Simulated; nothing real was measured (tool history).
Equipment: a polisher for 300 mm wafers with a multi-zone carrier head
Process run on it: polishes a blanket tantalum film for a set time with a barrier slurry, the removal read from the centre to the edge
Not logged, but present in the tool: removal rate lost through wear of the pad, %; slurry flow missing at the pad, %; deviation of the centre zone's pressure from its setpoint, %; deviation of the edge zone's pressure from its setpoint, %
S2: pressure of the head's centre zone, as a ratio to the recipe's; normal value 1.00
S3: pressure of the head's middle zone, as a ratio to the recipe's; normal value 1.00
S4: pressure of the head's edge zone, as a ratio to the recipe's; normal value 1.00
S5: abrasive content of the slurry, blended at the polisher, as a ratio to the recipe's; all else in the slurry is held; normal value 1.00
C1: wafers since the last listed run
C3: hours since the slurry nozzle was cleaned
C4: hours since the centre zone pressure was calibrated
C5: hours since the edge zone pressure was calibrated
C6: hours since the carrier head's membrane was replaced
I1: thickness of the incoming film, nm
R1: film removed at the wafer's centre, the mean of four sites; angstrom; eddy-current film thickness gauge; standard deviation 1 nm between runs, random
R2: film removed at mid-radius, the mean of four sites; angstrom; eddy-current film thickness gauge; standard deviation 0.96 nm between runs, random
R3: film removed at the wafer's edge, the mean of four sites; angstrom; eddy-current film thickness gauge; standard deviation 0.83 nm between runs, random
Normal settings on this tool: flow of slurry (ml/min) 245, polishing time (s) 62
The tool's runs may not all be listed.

{"run": 1, "day": 0.0, "flow of slurry (ml/min)": 245, "S2": 1.0, "S3": 1.0, "S4": 1.0, "S5": 1.0, "polishing time (s)": 62, "C1": 0, "wafers polished on this pad": 187, "C3": 210.1, "C4": 1008.9, "C5": 762.0, "C6": 1260.6, "I1": 236.7, "R1": 753, "R2": 762, "R3": 785}
{"run": 2, "day": 0.588, "flow of slurry (ml/min)": 245, "S2": 1.05, "S3": 0.96, "S4": 1.0, "S5": 1.0, "polishing time (s)": 62, "C1": 83, "wafers polished on this pad": 270, "C3": 224.2, "C4": 1023.0, "C5": 776.1, "C6": 1274.7, "I1": 239.7, "R1": 780, "R2": 724, "R3": 769}
{"run": 3, "day": 0.95, "flow of slurry (ml/min)": 245, "S2": 1.05, "S3": 0.96, "S4": 1.0, "S5": 1.0, "polishing time (s)": 62, "C1": 51, "wafers polished on this pad": 321, "C3": 232.9, "C4": 1031.7, "C5": 784.8, "C6": 1283.4, "I1": 237.3, "R1": 775, "R2": 733, "R3": 789}
{"run": 4, "day": 1.429, "flow of slurry (ml/min)": 245, "S2": 1.05, "S3": 0.96, "S4": 1.0, "S5": 1.0, "polishing time (s)": 62, "C1": 67, "wafers polished on this pad": 389, "C3": 244.4, "C4": 1043.2, "C5": 796.3, "C6": 1294.9, "I1": 242.6, "R1": 752, "R2": 733, "R3": 777}
{"run": 5, "day": 2.162, "flow of slurry (ml/min)": 245, "S2": 1.0, "S3": 1.0, "S4": 1.0, "S5": 1.0, "polishing time (s)": 62, "C1": 103, "wafers polished on this pad": 493, "C3": 262.0, "C4": 1060.8, "C5": 813.9, "C6": 1312.5, "I1": 241.2, "R1": 721, "R2": 758, "R3": 773}
{"run": 6, "day": 2.638, "flow of slurry (ml/min)": 245, "S2": 1.0, "S3": 1.0, "S4": 1.0, "S5": 1.0, "polishing time (s)": 62, "C1": 67, "wafers polished on this pad": 560, "C3": 273.4, "C4": 1072.2, "C5": 825.3, "C6": 1323.9, "I1": 238.9, "R1": 718, "R2": 752, "R3": 770}
{"run": 7, "day": 3.004, "flow of slurry (ml/min)": 245, "S2": 1.0, "S3": 1.0, "S4": 1.0, "S5": 1.0, "polishing time (s)": 62, "C1": 51, "wafers polished on this pad": 612, "C3": 282.2, "C4": 1081.0, "C5": 834.1, "C6": 1332.7, "I1": 237.2, "R1": 717, "R2": 723, "R3": 773}
{"run": 8, "day": 3.417, "flow of slurry (ml/min)": 245, "S2": 1.0, "S3": 1.0, "S4": 1.0, "S5": 1.0, "polishing time (s)": 62, "C1": 58, "wafers polished on this pad": 670, "C3": 292.1, "C4": 1090.9, "C5": 844.0, "C6": 1342.6, "I1": 240.8, "R1": 728, "R2": 727, "R3": 757}
{"day": 3.621, "done": "centre zone pressure recalibrated"}
{"run": 9, "day": 3.679, "flow of slurry (ml/min)": 245, "S2": 1.0, "S3": 1.0, "S4": 1.0, "S5": 1.0, "polishing time (s)": 62, "C1": 25, "wafers polished on this pad": 696, "C3": 298.4, "C4": 1.4, "C5": 850.3, "C6": 1348.9, "I1": 235.8, "R1": 713, "R2": 735, "R3": 775}
{"run": 10, "day": 4.296, "flow of slurry (ml/min)": 245, "S2": 1.0, "S3": 1.0, "S4": 1.0, "S5": 1.0, "polishing time (s)": 62, "C1": 87, "wafers polished on this pad": 783, "C3": 313.2, "C4": 16.2, "C5": 865.1, "C6": 1363.7, "I1": 244.7, "R1": 720, "R2": 716, "R3": 753}
{"day": 4.838, "done": "edge zone pressure recalibrated"}
{"run": 11, "day": 4.858, "flow of slurry (ml/min)": 170, "S2": 1.0, "S3": 1.09, "S4": 0.91, "S5": 1.0, "polishing time (s)": 48, "C1": 67, "wafers polished on this pad": 851, "C3": 326.7, "C4": 29.7, "C5": 0.5, "C6": 1377.2, "I1": 237.1, "R1": 511, "R2": 573, "R3": 539}
{"day": 5.488, "done": "carrier head's membrane replaced by a new one"}
{"day": 5.646, "done": "worn pad replaced by a new one"}
{"run": 12, "day": 5.667, "flow of slurry (ml/min)": 245, "S2": 1.0, "S3": 1.0, "S4": 1.0, "S5": 1.0, "polishing time (s)": 62, "C1": 62, "wafers polished on this pad": 2, "C3": 346.1, "C4": 49.1, "C5": 19.9, "C6": 4.3, "I1": 241.2, "R1": 751, "R2": 785, "R3": 802}
{"run": 13, "day": 5.825, "flow of slurry (ml/min)": 245, "S2": 1.0, "S3": 0.91, "S4": 0.93, "S5": 1.0, "polishing time (s)": 40, "C1": 22, "wafers polished on this pad": 25, "C3": 349.9, "C4": 52.9, "C5": 23.7, "C6": 8.1, "I1": 241.2, "R1": 482, "R2": 462, "R3": 498}
{"day": 6.108, "done": "slurry nozzle cleaned"}
{"run": 14, "day": 6.192, "flow of slurry (ml/min)": 245, "S2": 1.0, "S3": 0.92, "S4": 1.0, "S5": 1.0, "polishing time (s)": 48, "C1": 46, "wafers polished on this pad": 71, "C3": 2.0, "C4": 61.7, "C5": 32.5, "C6": 16.9, "I1": 238.7, "R1": 584, "R2": 558, "R3": 627}
{"run": 15, "day": 7.754, "flow of slurry (ml/min)": 245, "S2": 1.12, "S3": 1.0, "S4": 1.0, "S5": 1.0, "polishing time (s)": 62, "C1": 221, "wafers polished on this pad": 292, "C3": 39.5, "C4": 99.2, "C5": 70.0, "C6": 54.4, "I1": 240.4, "R1": 834, "R2": 763, "R3": 774}
{"run": 16, "day": 9.662, "flow of slurry (ml/min)": 245, "S2": 1.0, "S3": 1.1, "S4": 1.05, "S5": 1.0, "polishing time (s)": 62, "C1": 270, "wafers polished on this pad": 562, "C3": 85.3, "C4": 145.0, "C5": 115.8, "C6": 100.2, "I1": 241.7, "R1": 726, "R2": 797, "R3": 798}
{"run": 17, "day": 9.921, "flow of slurry (ml/min)": 245, "S2": 1.0, "S3": 1.0, "S4": 0.9, "S5": 1.15, "polishing time (s)": 62, "C1": 36, "wafers polished on this pad": 599, "C3": 91.5, "C4": 151.2, "C5": 122.0, "C6": 106.4, "I1": 239.4, "R1": 764, "R2": 771, "R3": 758}
{"run": 18, "day": 10.175, "flow of slurry (ml/min)": 245, "S2": 1.0, "S3": 0.94, "S4": 1.0, "S5": 1.0, "polishing time (s)": 62, "C1": 35, "wafers polished on this pad": 635, "C3": 97.6, "C4": 157.3, "C5": 128.1, "C6": 112.5, "I1": 242.1, "R1": 695, "R2": 693, "R3": 771}
{"run": 19, "day": 10.462, "flow of slurry (ml/min)": 245, "S2": 1.0, "S3": 1.0, "S4": 1.0, "S5": 1.0, "polishing time (s)": 62, "C1": 40, "wafers polished on this pad": 675, "C3": 104.5, "C4": 164.2, "C5": 135.0, "C6": 119.4, "I1": 243.3, "R1": 708, "R2": 740, "R3": 780}
{"run": 20, "day": 11.154, "flow of slurry (ml/min)": 310, "S2": 1.04, "S3": 1.0, "S4": 1.0, "S5": 1.0, "polishing time (s)": 62, "C1": 97, "wafers polished on this pad": 773, "C3": 121.1, "C4": 180.8, "C5": 151.6, "C6": 136.0, "I1": 240.6, "R1": 774, "R2": 752, "R3": 768}

Forecast each of these 4 alternatives for the next run:
{"run": "A", "day": 11.171, "flow of slurry (ml/min)": 245, "S2": 1.0, "S3": 1.0, "S4": 1.0, "S5": 1.1, "polishing time (s)": 62, "C1": 2, "wafers polished on this pad": 776, "C3": 121.5, "C4": 181.2, "C5": 152.0, "C6": 136.4, "I1": 239.9, "R1": "?", "R2": "?", "R3": "?"}
{"run": "B", "day": 11.171, "flow of slurry (ml/min)": 245, "S2": 1.07, "S3": 1.0, "S4": 1.0, "S5": 1.0, "polishing time (s)": 62, "C1": 2, "wafers polished on this pad": 776, "C3": 121.5, "C4": 181.2, "C5": 152.0, "C6": 136.4, "I1": 239.9, "R1": "?", "R2": "?", "R3": "?"}
{"run": "C", "day": 11.171, "flow of slurry (ml/min)": 245, "S2": 1.0, "S3": 1.0, "S4": 1.03, "S5": 1.0, "polishing time (s)": 49, "C1": 2, "wafers polished on this pad": 776, "C3": 121.5, "C4": 181.2, "C5": 152.0, "C6": 136.4, "I1": 239.9, "R1": "?", "R2": "?", "R3": "?"}
{"run": "D", "day": 11.171, "flow of slurry (ml/min)": 245, "S2": 1.0, "S3": 1.05, "S4": 1.0, "S5": 1.0, "polishing time (s)": 62, "C1": 2, "wafers polished on this pad": 776, "C3": 121.5, "C4": 181.2, "C5": 152.0, "C6": 136.4, "I1": 239.9, "R1": "?", "R2": "?", "R3": "?"}

run=A R1=741 R2=739 R3=785
run=B R1=770 R2=717 R3=762
run=C R1=568 R2=567 R3=611
run=D R1=719 R2=746 R3=762
What these runs would have given with no unlogged condition in the tool:
run=A R1=785 R2=784 R3=832
run=B R1=816 R2=760 R3=808
run=C R1=602 R2=601 R3=648
run=D R1=762 R2=791 R3=807
